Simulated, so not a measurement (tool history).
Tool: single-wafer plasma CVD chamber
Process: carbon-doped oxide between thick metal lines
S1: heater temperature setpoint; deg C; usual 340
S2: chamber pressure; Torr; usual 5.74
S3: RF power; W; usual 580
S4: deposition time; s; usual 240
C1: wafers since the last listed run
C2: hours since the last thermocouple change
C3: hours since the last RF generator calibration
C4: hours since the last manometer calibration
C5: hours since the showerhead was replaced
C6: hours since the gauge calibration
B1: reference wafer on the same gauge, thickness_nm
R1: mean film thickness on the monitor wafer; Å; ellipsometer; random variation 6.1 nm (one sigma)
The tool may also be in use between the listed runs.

run 1 hour=0.0 | S1=340 S2=5.74 S3=580 S4=240 | C1=0 C2=2643.3 C3=412.0 C4=2306.5 C5=3370.8 C6=2269.4 | B1=1839.699 | R1=16657.30
run 2 hour=47.4 | S1=340 S2=5.74 S3=580 S4=240 | C1=376 C2=2690.7 C3=459.4 C4=2353.9 C5=3418.2 C6=2316.8 | B1=1840.331 | R1=16814.67
-- hour=62.6 capacitance manometer re-zeroed and calibrated
run 3 hour=177.1 | S1=340 S2=5.74 S3=580 S4=240 | C1=967 C2=2820.4 C3=589.1 C4=114.5 C5=3547.9 C6=2446.5 | B1=1840.522 | R1=16904.19
run 4 hour=222.2 | S1=340 S2=5.74 S3=580 S4=240 | C1=358 C2=2865.5 C3=634.2 C4=159.6 C5=3593.0 C6=2491.6 | B1=1839.047 | R1=16954.79
-- hour=249.3 thermocouple changed; heater temperature recalibrated
run 5 hour=253.9 | S1=340 S2=5.74 S3=655 S4=240 | C1=188 C2=4.6 C3=665.9 C4=191.3 C5=3624.7 C6=2523.3 | B1=1840.954 | R1=17472.98
-- hour=287.5 showerhead replaced
-- hour=295.6 gauge calibrated
run 6 hour=317.3 | S1=340 S2=5.74 S3=655 S4=240 | C1=440 C2=68.0 C3=729.3 C4=254.7 C5=29.8 C6=21.7 | B1=1840.070 | R1=17601.57
run 7 hour=371.6 | S1=340 S2=5.74 S3=580 S4=240 | C1=431 C2=122.3 C3=783.6 C4=309.0 C5=84.1 C6=76.0 | B1=1840.099 | R1=16525.89
run 8 hour=402.5 | S1=340 S2=5.74 S3=580 S4=240 | C1=245 C2=153.2 C3=814.5 C4=339.9 C5=115.0 C6=106.9 | B1=1840.824 | R1=16653.57
run 9 hour=467.0 | S1=352 S2=5.74 S3=580 S4=265 | C1=512 C2=217.7 C3=879.0 C4=404.4 C5=179.5 C6=171.4 | B1=1840.697 | R1=17654.87
run 10 hour=510.9 | S1=336 S2=5.74 S3=580 S4=240 | C1=348 C2=261.6 C3=922.9 C4=448.3 C5=223.4 C6=215.3 | B1=1839.156 | R1=16772.53
run 11 hour=568.4 | S1=340 S2=6.76 S3=520 S4=240 | C1=457 C2=319.1 C3=980.4 C4=505.8 C5=280.9 C6=272.8 | B1=1840.677 | R1=16113.57
run 12 hour=601.3 | S1=340 S2=5.03 S3=620 S4=240 | C1=261 C2=352.0 C3=1013.3 C4=538.7 C5=313.8 C6=305.7 | B1=1840.706 | R1=16910.14
run 13 hour=651.1 | S1=351 S2=5.74 S3=620 S4=240 | C1=395 C2=401.8 C3=1063.1 C4=588.5 C5=363.6 C6=355.5 | B1=1841.077 | R1=16677.20
run 14 hour=682.4 | S1=340 S2=7.04 S3=580 S4=240 | C1=248 C2=433.1 C3=1094.4 C4=619.8 C5=394.9 C6=386.8 | B1=1839.875 | R1=17082.80
run 15 hour=733.8 | S1=353 S2=6.91 S3=660 S4=280 | C1=408 C2=484.5 C3=1145.8 C4=671.2 C5=446.3 C6=438.2 | B1=1839.775 | R1=20356.87
run 16 hour=805.6 | S1=340 S2=6.57 S3=665 S4=264 | C1=570 C2=556.3 C3=1217.6 C4=743.0 C5=518.1 C6=510.0 | B1=1839.133 | R1=20005.01
run 17 hour=843.3 | S1=340 S2=5.74 S3=580 S4=240 | C1=299 C2=594.0 C3=1255.3 C4=780.7 C5=555.8 C6=547.7 | B1=1841.000 | R1=16737.33
run 18 hour=893.4 | S1=340 S2=5.74 S3=580 S4=224 | C1=398 C2=644.1 C3=1305.4 C4=830.8 C5=605.9 C6=597.8 | B1=1840.106 | R1=15550.48
-- hour=916.4 RF generator calibrated
run 19 hour=962.9 | S1=340 S2=6.78 S3=580 S4=287 | C1=488 C2=713.6 C3=46.5 C4=900.3 C5=675.4 C6=667.3 | B1=1839.275 | R1=20371.43
run 20 hour=1007.4 | S1=354 S2=5.74 S3=580 S4=240 | C1=353 C2=758.1 C3=91.0 C4=944.8 C5=719.9 C6=711.8 | B1=1838.979 | R1=15932.57
run 21 hour=1172.2 | S1=340 S2=5.74 S3=580 S4=240 | C1=1309 C2=922.9 C3=255.8 C4=1109.6 C5=884.7 C6=876.6 | B1=1839.551 | R1=16684.65
run 22 hour=1198.2 | S1=340 S2=6.80 S3=490 S4=240 | C1=206 C2=948.9 C3=281.8 C4=1135.6 C5=910.7 C6=902.6 | B1=1839.536 | R1=15616.77
run 23 hour=1268.3 | S1=340 S2=5.74 S3=580 S4=240 | C1=557 C2=1019.0 C3=351.9 C4=1205.7 C5=980.8 C6=972.7 | B1=1840.104 | R1=16715.71
run 24 hour=1305.7 | S1=340 S2=5.74 S3=580 S4=240 | C1=297 C2=1056.4 C3=389.3 C4=1243.1 C5=1018.2 C6=1010.1 | B1=1840.566 | R1=16761.12
run 25 hour=1357.9 | S1=340 S2=6.14 S3=635 S4=208 | C1=414 C2=1108.6 C3=441.5 C4=1295.3 C5=1070.4 C6=1062.3 | B1=1839.781 | R1=15203.07
run 26 hour=1424.2 | S1=331 S2=5.74 S3=580 S4=240 | C1=526 C2=1174.9 C3=507.8 C4=1361.6 C5=1136.7 C6=1128.6 | B1=1840.556 | R1=17294.22
run 27 hour=1472.5 | S1=340 S2=6.14 S3=480 S4=276 | C1=383 C2=1223.2 C3=556.1 C4=1409.9 C5=1185.0 C6=1176.9 | B1=1840.742 | R1=17641.69
run 28 hour=1542.4 | S1=340 S2=5.74 S3=680 S4=240 | C1=555 C2=1293.1 C3=626.0 C4=1479.8 C5=1254.9 C6=1246.8 | B1=1840.076 | R1=18120.31

4 ways to go on from here, each from the tool as it stands after run 28. What would each give?
run A hour=1542.9 | S1=340 S2=5.74 S3=580 S4=240 | C1=3 C2=1293.6 C3=626.5 C4=1480.3 C5=1255.4 C6=1247.3 | B1=? | R1=?
run B hour=1542.9 | S1=340 S2=5.74 S3=580 S4=264 | C1=3 C2=1293.6 C3=626.5 C4=1480.3 C5=1255.4 C6=1247.3 | B1=? | R1=?
run C hour=1542.9 | S1=349 S2=4.98 S3=535 S4=257 | C1=3 C2=1293.6 C3=626.5 C4=1480.3 C5=1255.4 C6=1247.3 | B1=? | R1=?
run D hour=1542.9 | S1=336 S2=6.95 S3=635 S4=209 | C1=3 C2=1293.6 C3=626.5 C4=1480.3 C5=1255.4 C6=1247.3 | B1=? | R1=?

run=A B1=1838.454 R1=16825.15
run=B B1=1838.454 R1=18503.88
run=C B1=1838.454 R1=16404.35
run=D B1=1838.454 R1=15919.85
Without the tool's hidden state the same runs would have given:
run=A R1=16655.75
run=B R1=18317.57
run=C R1=16293.72
run=D R1=15710.17
